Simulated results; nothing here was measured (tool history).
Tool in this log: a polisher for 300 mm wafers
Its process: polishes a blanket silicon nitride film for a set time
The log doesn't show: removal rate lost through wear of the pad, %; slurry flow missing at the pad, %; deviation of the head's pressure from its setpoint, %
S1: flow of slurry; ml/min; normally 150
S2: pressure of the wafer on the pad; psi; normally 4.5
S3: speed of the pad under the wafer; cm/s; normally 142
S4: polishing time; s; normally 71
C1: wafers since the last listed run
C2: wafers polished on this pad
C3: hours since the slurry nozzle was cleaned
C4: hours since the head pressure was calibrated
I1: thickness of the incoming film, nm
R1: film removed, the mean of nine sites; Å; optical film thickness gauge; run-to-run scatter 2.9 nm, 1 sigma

| run | hour | S1 | S2 | S3 | S4 | C1 | C2 | C3 | C4 | I1 | R1 |
|---|---|---|---|---|---|---|---|---|---|---|---|
| 1 | 0.0 | 150 | 4.5 | 142 | 71 | 0 | 1058 | 265.3 | 742.0 | 674.7 | 2443 |
|  | 18.5 | worn pad replaced by a new one |
| 2 | 28.2 | 150 | 4.5 | 142 | 71 | 292 | 117 | 293.5 | 770.2 | 677.6 | 2485 |
| 3 | 44.0 | 150 | 4.5 | 142 | 71 | 190 | 307 | 309.3 | 786.0 | 681.5 | 2439 |
| 4 | 60.9 | 150 | 4.5 | 142 | 71 | 203 | 511 | 326.2 | 802.9 | 688.6 | 2405 |
|  | 116.7 | worn pad replaced by a new one |
| 5 | 155.7 | 150 | 4.5 | 142 | 71 | 1095 | 470 | 421.0 | 897.7 | 686.4 | 2394 |
| 6 | 167.9 | 150 | 4.5 | 142 | 71 | 147 | 617 | 433.2 | 909.9 | 693.4 | 2417 |
| 7 | 200.8 | 150 | 4.5 | 142 | 71 | 397 | 1014 | 466.1 | 942.8 | 691.9 | 2406 |
|  | 213.8 | worn pad replaced by a new one |
| 8 | 229.9 | 150 | 4.5 | 142 | 71 | 302 | 194 | 495.2 | 971.9 | 688.1 | 2365 |
| 9 | 261.9 | 150 | 4.5 | 142 | 71 | 386 | 580 | 527.2 | 1003.9 | 691.0 | 2384 |
| 10 | 279.7 | 170 | 6.1 | 142 | 71 | 214 | 795 | 545.0 | 1021.7 | 683.7 | 3297 |
| 11 | 307.1 | 150 | 3.1 | 124 | 82 | 330 | 1126 | 572.4 | 1049.1 | 683.9 | 1734 |
|  | 325.6 | worn pad replaced by a new one |
| 12 | 340.7 | 150 | 4.5 | 188 | 71 | 357 | 182 | 606.0 | 1082.7 | 674.9 | 3024 |
|  | 353.8 | slurry nozzle cleaned |
| 13 | 364.5 | 175 | 3.7 | 92 | 71 | 275 | 457 | 10.7 | 1106.5 | 685.3 | 1554 |
|  | 373.3 | head pressure recalibrated |
| 14 | 387.6 | 150 | 4.5 | 142 | 71 | 254 | 712 | 33.8 | 14.3 | 677.6 | 2553 |
| 15 | 399.7 | 195 | 4.5 | 92 | 71 | 146 | 858 | 45.9 | 26.4 | 675.4 | 1870 |
|  | 419.0 | worn pad replaced by a new one |
| 16 | 431.0 | 150 | 5.3 | 102 | 59 | 329 | 144 | 77.2 | 57.7 | 680.8 | 1901 |
| 17 | 465.7 | 150 | 5.5 | 142 | 56 | 418 | 563 | 111.9 | 92.4 | 691.1 | 2438 |
| 18 | 493.0 | 150 | 4.5 | 142 | 71 | 329 | 892 | 139.2 | 119.7 | 700.0 | 2521 |
| 19 | 507.8 | 150 | 4.5 | 142 | 71 | 178 | 1071 | 154.0 | 134.5 | 691.8 | 2569 |

Branching from run 19: 3 alternative next runs. What would each branch give?
| A | 508.2 | 150 | 4.5 | 124 | 71 | 4 | 1076 | 154.4 | 134.9 | 695.1 | ? |
| B | 508.2 | 135 | 3.6 | 142 | 71 | 4 | 1076 | 154.4 | 134.9 | 695.1 | ? |
| C | 508.2 | 110 | 4.5 | 142 | 71 | 4 | 1076 | 154.4 | 134.9 | 695.1 | ? |

| run | R1 |
|---|---|
| A | 2228 |
| B | 1956 |
| C | 2370 |
What these runs would have given with no unlogged condition in the tool:
| run | R1 |
|---|---|
| A | 2309 |
| B | 2033 |
| C | 2475 |
